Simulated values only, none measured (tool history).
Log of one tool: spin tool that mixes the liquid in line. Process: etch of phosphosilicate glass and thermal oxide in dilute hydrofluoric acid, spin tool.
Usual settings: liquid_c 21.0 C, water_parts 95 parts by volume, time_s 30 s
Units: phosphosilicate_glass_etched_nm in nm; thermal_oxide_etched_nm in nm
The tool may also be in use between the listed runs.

| run | hour | liquid_c | water_parts | time_s | read-back film thickness of the phosphosilicate glass reference wafer, read on the same gauge (nm) | read-back film thickness of the thermal oxide reference wafer, read on the same gauge (nm) | phosphosilicate_glass_etched_nm | thermal_oxide_etched_nm |
|---|---|---|---|---|---|---|---|---|
| 1 | 0.0 | 21.0 | 110 | 30 | 120.01 | 139.987 | 28.28 | 0.942 |
| 2 | 15.9 | 21.0 | 110 | 30 | 119.99 | 139.994 | 28.24 | 0.914 |
| 3 | 24.0 | 21.0 | 110 | 30 | 120.00 | 139.981 | 28.16 | 0.897 |
| 4 | 39.8 | 21.0 | 135 | 20 | 120.04 | 139.983 | 14.92 | 0.484 |
| 5 | 56.1 | 21.0 | 95 | 30 | 120.00 | 140.031 | 33.23 | 1.072 |
| 6 | 64.3 | 20.0 | 95 | 30 | 119.99 | 139.951 | 31.88 | 1.058 |
| 7 | 71.9 | 20.0 | 95 | 30 | 120.01 | 140.009 | 31.58 | 1.032 |
| 8 | 85.9 | 20.0 | 95 | 30 | 120.01 | 140.011 | 31.64 | 1.031 |
| 9 | 93.8 | 19.5 | 95 | 30 | 120.01 | 139.967 | 30.59 | 0.967 |
|  | 97.4 | hydrofluoric acid flow meter replaced |
| 10 | 109.2 | 19.5 | 95 | 30 | 120.00 | 139.944 | 36.28 | 1.160 |
| 11 | 120.3 | 19.5 | 95 | 30 | 119.98 | 140.007 | 36.58 | 1.197 |
|  | 126.8 | gauge calibrated |
| 12 | 128.8 | 21.0 | 95 | 30 | 120.00 | 139.957 | 38.22 | 1.269 |
| 13 | 136.6 | 21.0 | 95 | 30 | 119.99 | 140.038 | 38.34 | 1.273 |
| 14 | 154.2 | 21.0 | 95 | 30 | 119.95 | 140.026 | 37.94 | 1.261 |
| 15 | 170.8 | 18.5 | 135 | 15 | 119.97 | 139.953 | 11.84 | 0.377 |
| 16 | 185.9 | 21.0 | 95 | 15 | 120.00 | 139.992 | 19.14 | 0.629 |
|  | 188.7 | thermometer replaced |
| 17 | 192.2 | 21.0 | 50 | 15 | 120.01 | 140.016 | 38.59 | 1.272 |
| 18 | 204.5 | 21.0 | 95 | 30 | 120.00 | 140.046 | 37.76 | 1.279 |
| 19 | 214.1 | 23.5 | 120 | 50 | 120.05 | 139.972 | 53.63 | 1.795 |
| 20 | 226.0 | 21.0 | 95 | 30 | 120.02 | 140.005 | 37.77 | 1.243 |
| 21 | 235.9 | 24.5 | 125 | 15 | 119.98 | 140.022 | 16.22 | 0.527 |
| 22 | 246.0 | 21.0 | 140 | 30 | 120.00 | 140.007 | 24.81 | 0.784 |
| 23 | 252.6 | 21.0 | 115 | 30 | 119.99 | 139.968 | 30.85 | 1.018 |
| 24 | 260.4 | 21.0 | 95 | 30 | 119.97 | 139.927 | 38.14 | 1.272 |
| 25 | 269.5 | 21.0 | 55 | 30 | 120.01 | 139.992 | 68.01 | 2.256 |
| 26 | 283.5 | 21.0 | 95 | 35 | 120.01 | 140.001 | 44.83 | 1.436 |

The next listed run, before its measurement:
| 27 | 296.4 | 26.0 | 95 | 15 | ? | ? | ? | ? |

read-back film thickness of the phosphosilicate glass reference wafer, read on the same gauge (nm): 120.03
read-back film thickness of the thermal oxide reference wafer, read on the same gauge (nm): 140.022
phosphosilicate_glass_etched_nm: 22.75 nm
thermal_oxide_etched_nm: 0.768 nm
Without the tool's hidden state the same run would have given phosphosilicate_glass_etched_nm 23.75 nm, thermal_oxide_etched_nm 0.802 nm.
